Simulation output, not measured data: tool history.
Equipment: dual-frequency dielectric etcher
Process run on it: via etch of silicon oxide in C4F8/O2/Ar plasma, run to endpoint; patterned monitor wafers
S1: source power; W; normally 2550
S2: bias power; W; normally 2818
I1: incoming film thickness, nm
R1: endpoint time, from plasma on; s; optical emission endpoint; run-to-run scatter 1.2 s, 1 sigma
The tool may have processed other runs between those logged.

run 1 day=0.000 | S1=2550 S2=2818 | I1=1286.6 | R1=212.3
run 2 day=1.079 | S1=2550 S2=2818 | I1=1292.6 | R1=212.6
-- day=3.504 wet clean of the chamber
run 3 day=3.525 | S1=2550 S2=2818 | I1=1273.5 | R1=216.5
run 4 day=3.542 | S1=2550 S2=2818 | I1=1288.4 | R1=218.7
run 5 day=3.908 | S1=2550 S2=2818 | I1=1296.3 | R1=219.9
run 6 day=4.308 | S1=2550 S2=2818 | I1=1291.8 | R1=218.5
-- day=4.933 bias power generator calibrated
-- day=5.450 wet clean of the chamber, repeated, since the last time left the tool worse
run 7 day=5.471 | S1=2550 S2=2818 | I1=1294.0 | R1=205.0
run 8 day=5.492 | S1=2550 S2=2818 | I1=1292.4 | R1=205.8
run 9 day=5.867 | S1=2550 S2=2818 | I1=1290.2 | R1=206.0
-- day=7.875 upper electrode replaced
run 10 day=7.896 | S1=2550 S2=2818 | I1=1283.7 | R1=206.6
run 11 day=8.104 | S1=2310 S2=3232 | I1=1289.1 | R1=207.6
run 12 day=8.821 | S1=2920 S2=2569 | I1=1297.2 | R1=201.4
-- day=9.150 source power generator calibrated
run 13 day=9.283 | S1=2920 S2=2569 | I1=1300.2 | R1=201.7
run 14 day=10.017 | S1=2770 S2=2433 | I1=1279.2 | R1=205.3
run 15 day=10.667 | S1=2210 S2=3501 | I1=1300.8 | R1=210.1
run 16 day=11.042 | S1=1930 S2=2818 | I1=1287.7 | R1=233.4
run 17 day=11.662 | S1=1920 S2=3396 | I1=1296.4 | R1=224.2

Table of differences, measured result less the result of that run with no hidden state. Run-to-run variation is the same in both. Gauge scatter possibly is not:
The hidden state here: etch rate over this chamber's usual, %; source power that arrives over what is set, %; bias power that arrives over what is set, %.
run=1 R1=+6.6
run=2 R1=+7.2
run=3 R1=+14.0
run=4 R1=+14.2
run=5 R1=+14.4
run=6 R1=+14.5
run=7 R1=+0.3
run=8 R1=+0.3
run=9 R1=+0.5
run=10 R1=+1.4
run=11 R1=+1.6
run=12 R1=+1.8
run=13 R1=+2.0
run=14 R1=+2.4
run=15 R1=+2.8
run=16 R1=+3.3
run=17 R1=+3.4

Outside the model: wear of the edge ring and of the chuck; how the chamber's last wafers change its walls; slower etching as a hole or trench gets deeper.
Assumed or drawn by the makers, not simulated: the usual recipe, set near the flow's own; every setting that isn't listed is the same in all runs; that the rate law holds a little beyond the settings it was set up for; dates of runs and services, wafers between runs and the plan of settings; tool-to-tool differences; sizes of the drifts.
